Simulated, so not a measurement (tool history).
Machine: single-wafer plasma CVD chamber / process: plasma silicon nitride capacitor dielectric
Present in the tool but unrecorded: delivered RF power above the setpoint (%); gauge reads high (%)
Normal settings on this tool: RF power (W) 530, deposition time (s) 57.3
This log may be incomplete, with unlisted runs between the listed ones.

| run | day | RF power (W) | deposition time (s) | wafers since the last listed run | hours since the last RF generator calibration | hours since the showerhead was replaced | hours since the gauge calibration | read-back reference wafer on the same gauge, thickness_nm | mean film thickness on the monitor wafer (Å) |
|---|---|---|---|---|---|---|---|---|---|
| 1 | 0.000 | 450 | 48.5 | 0 | 1549.3 | 7032.8 | 115.9 | 72.007 | 691.15 |
| 2 | 0.533 | 450 | 48.5 | 320 | 1562.1 | 7045.6 | 128.7 | 71.999 | 691.39 |
| 3 | 1.858 | 450 | 48.5 | 797 | 1593.9 | 7077.4 | 160.5 | 72.020 | 689.82 |
| 4 | 2.325 | 530 | 57.3 | 280 | 1605.1 | 7088.6 | 171.7 | 72.005 | 855.31 |
| 5 | 2.900 | 530 | 57.3 | 345 | 1618.9 | 7102.4 | 185.5 | 71.995 | 854.43 |
| 6 | 3.396 | 575 | 53.0 | 298 | 1630.8 | 7114.3 | 197.4 | 72.000 | 810.13 |
| 7 | 3.888 | 575 | 53.0 | 295 | 1642.6 | 7126.1 | 209.2 | 72.011 | 809.00 |
|  | 4.158 | gauge calibrated |
| 8 | 4.483 | 530 | 57.3 | 358 | 1656.9 | 7140.4 | 7.8 | 72.002 | 854.18 |
| 9 | 5.812 | 530 | 57.3 | 799 | 1688.8 | 7172.3 | 39.7 | 71.990 | 855.73 |
| 10 | 6.933 | 530 | 57.3 | 674 | 1715.7 | 7199.2 | 66.6 | 71.993 | 854.40 |
|  | 7.662 | RF generator calibrated |
| 11 | 7.683 | 530 | 57.3 | 250 | 0.5 | 7217.2 | 84.6 | 72.002 | 852.71 |
| 12 | 8.229 | 530 | 57.3 | 328 | 13.6 | 7230.3 | 97.7 | 71.990 | 853.36 |
| 13 | 8.542 | 615 | 50.0 | 188 | 21.1 | 7237.8 | 105.2 | 72.004 | 777.14 |
| 14 | 8.808 | 455 | 52.5 | 160 | 27.5 | 7244.2 | 111.6 | 72.009 | 751.02 |
| 15 | 9.100 | 635 | 65.6 | 175 | 34.5 | 7251.2 | 118.6 | 72.011 | 1029.89 |
|  | 9.567 | showerhead replaced |
| 16 | 9.667 | 600 | 65.2 | 140 | 48.1 | 2.4 | 132.2 | 71.997 | 1005.80 |
| 17 | 10.154 | 530 | 57.3 | 293 | 59.8 | 14.1 | 143.9 | 72.020 | 854.11 |
| 18 | 10.454 | 530 | 57.3 | 180 | 67.0 | 21.3 | 151.1 | 71.988 | 853.23 |
| 19 | 10.862 | 630 | 60.4 | 245 | 76.8 | 31.1 | 160.9 | 72.000 | 945.94 |
| 20 | 11.571 | 565 | 64.6 | 426 | 93.8 | 48.1 | 177.9 | 71.990 | 979.29 |
| 21 | 12.017 | 530 | 57.3 | 268 | 104.5 | 58.8 | 188.6 | 71.988 | 854.37 |
| 22 | 12.396 | 625 | 45.9 | 228 | 113.6 | 67.9 | 197.7 | 71.968 | 716.93 |
| 23 | 13.000 | 455 | 61.9 | 363 | 128.1 | 82.4 | 212.2 | 71.985 | 884.81 |
| 24 | 13.350 | 595 | 46.1 | 210 | 136.5 | 90.8 | 220.6 | 72.006 | 710.13 |

Hidden condition of the tool, last listed run before each entry between runs versus first listed run after:
After run 7, before run 8: gauge calibrated (day 4.158)
  nothing in the hidden state changes from one run to the other
After run 10, before run 11: RF generator calibrated (day 7.662)
  nothing in the hidden state changes from one run to the other
After run 15, before run 16: showerhead replaced (day 9.567)
  nothing in the hidden state changes from one run to the other
